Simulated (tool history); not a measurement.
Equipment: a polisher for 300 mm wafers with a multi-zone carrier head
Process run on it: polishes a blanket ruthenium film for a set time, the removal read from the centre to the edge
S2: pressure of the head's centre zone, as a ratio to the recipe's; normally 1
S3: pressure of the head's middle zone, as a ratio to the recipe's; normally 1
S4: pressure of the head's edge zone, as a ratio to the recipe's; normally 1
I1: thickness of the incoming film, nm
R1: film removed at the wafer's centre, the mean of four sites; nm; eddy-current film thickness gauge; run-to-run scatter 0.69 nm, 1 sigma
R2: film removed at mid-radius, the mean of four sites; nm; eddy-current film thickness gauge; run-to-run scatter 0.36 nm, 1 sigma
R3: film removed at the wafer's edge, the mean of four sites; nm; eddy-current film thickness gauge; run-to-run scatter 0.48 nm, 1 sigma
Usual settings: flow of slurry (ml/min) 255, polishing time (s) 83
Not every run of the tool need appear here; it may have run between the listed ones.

run 1 day=0 | flow_of_slurry_(ml/min)=255 S2=1 S3=1 S4=0.97 polishing_time_(s)=83 | I1=633.7 | R1=45.8 R2=46.7 R3=47.1
-- day=0.067 slurry nozzle cleaned
-- day=0.979 worn pad replaced by a new one
run 2 day=1.362 | flow_of_slurry_(ml/min)=255 S2=1.08 S3=1 S4=1 polishing_time_(s)=83 | I1=634.3 | R1=53.2 R2=49.9 R3=51.5
run 3 day=2.429 | flow_of_slurry_(ml/min)=255 S2=1.08 S3=1 S4=1 polishing_time_(s)=83 | I1=634 | R1=52.6 R2=49.2 R3=50.1
-- day=2.571 edge zone pressure recalibrated
run 4 day=3.046 | flow_of_slurry_(ml/min)=255 S2=1.08 S3=1 S4=1 polishing_time_(s)=83 | I1=635.5 | R1=52.2 R2=50.2 R3=50.4
run 5 day=4.425 | flow_of_slurry_(ml/min)=255 S2=1 S3=1 S4=1 polishing_time_(s)=83 | I1=629.4 | R1=48.8 R2=50 R3=50.8
run 6 day=5.575 | flow_of_slurry_(ml/min)=255 S2=1.11 S3=1 S4=1 polishing_time_(s)=107 | I1=633.7 | R1=68.4 R2=63.3 R3=65.4
run 7 day=7.054 | flow_of_slurry_(ml/min)=220 S2=1 S3=1 S4=1 polishing_time_(s)=83 | I1=630.2 | R1=48.2 R2=48.4 R3=49.6
-- day=8.371 worn pad replaced by a new one
run 8 day=8.396 | flow_of_slurry_(ml/min)=255 S2=0.96 S3=0.92 S4=0.95 polishing_time_(s)=54 | I1=623.1 | R1=29.9 R2=29.4 R3=31.5
run 9 day=9.888 | flow_of_slurry_(ml/min)=310 S2=1 S3=1 S4=1 polishing_time_(s)=103 | I1=642.7 | R1=61.2 R2=61.4 R3=62.4
run 10 day=10.838 | flow_of_slurry_(ml/min)=255 S2=1 S3=1 S4=1 polishing_time_(s)=83 | I1=636.6 | R1=47.8 R2=48.4 R3=49.1
run 11 day=11.921 | flow_of_slurry_(ml/min)=255 S2=1 S3=1 S4=1 polishing_time_(s)=83 | I1=624.9 | R1=47 R2=48.5 R3=50
run 12 day=12.567 | flow_of_slurry_(ml/min)=255 S2=0.92 S3=1 S4=1 polishing_time_(s)=59 | I1=627 | R1=30.2 R2=34.5 R3=34.9
-- day=12.675 centre zone pressure recalibrated
run 13 day=13.579 | flow_of_slurry_(ml/min)=255 S2=1 S3=1 S4=1.08 polishing_time_(s)=83 | I1=636.9 | R1=47.8 R2=48.1 R3=51.3
run 14 day=14.829 | flow_of_slurry_(ml/min)=255 S2=1 S3=1 S4=1 polishing_time_(s)=83 | I1=635 | R1=47.2 R2=47.8 R3=49.7
run 15 day=16.146 | flow_of_slurry_(ml/min)=255 S2=1.08 S3=1 S4=1 polishing_time_(s)=83 | I1=630.6 | R1=50.3 R2=47.7 R3=48.8
-- day=17.562 worn pad replaced by a new one
run 16 day=17.583 | flow_of_slurry_(ml/min)=300 S2=1 S3=1 S4=1 polishing_time_(s)=64 | I1=630.5 | R1=36.4 R2=37.5 R3=38.8
run 17 day=18.262 | flow_of_slurry_(ml/min)=165 S2=1 S3=1 S4=1 polishing_time_(s)=83 | I1=625.5 | R1=42.7 R2=43.9 R3=46
run 18 day=19.021 | flow_of_slurry_(ml/min)=255 S2=1 S3=0.91 S4=1 polishing_time_(s)=94 | I1=617.5 | R1=52.6 R2=49.5 R3=54.6
run 19 day=19.858 | flow_of_slurry_(ml/min)=255 S2=0.94 S3=1.08 S4=1 polishing_time_(s)=60 | I1=634.1 | R1=31.9 R2=36.1 R3=35.3
-- day=20.854 slurry nozzle cleaned
run 20 day=21.112 | flow_of_slurry_(ml/min)=200 S2=1.08 S3=1.11 S4=1 polishing_time_(s)=83 | I1=617 | R1=50.2 R2=52.9 R3=49.5
run 21 day=22.508 | flow_of_slurry_(ml/min)=340 S2=1.05 S3=1.05 S4=1 polishing_time_(s)=83 | I1=639.8 | R1=53.4 R2=52.5 R3=51.8

Run 22 comes next. What will it give?
run 22 day=23.779 | flow_of_slurry_(ml/min)=255 S2=1 S3=0.91 S4=1 polishing_time_(s)=94 | I1=627.7 | R1=? R2=? R3=?

{"run 22": {"R1": 55.9, "R2": 51.9, "R3": 57.1}}
Take away the tool's hidden state, keep the run-to-run variation as it was, and the same run would have given R1 56.4 nm, R2 52.3 nm, R3 57.5 nm.
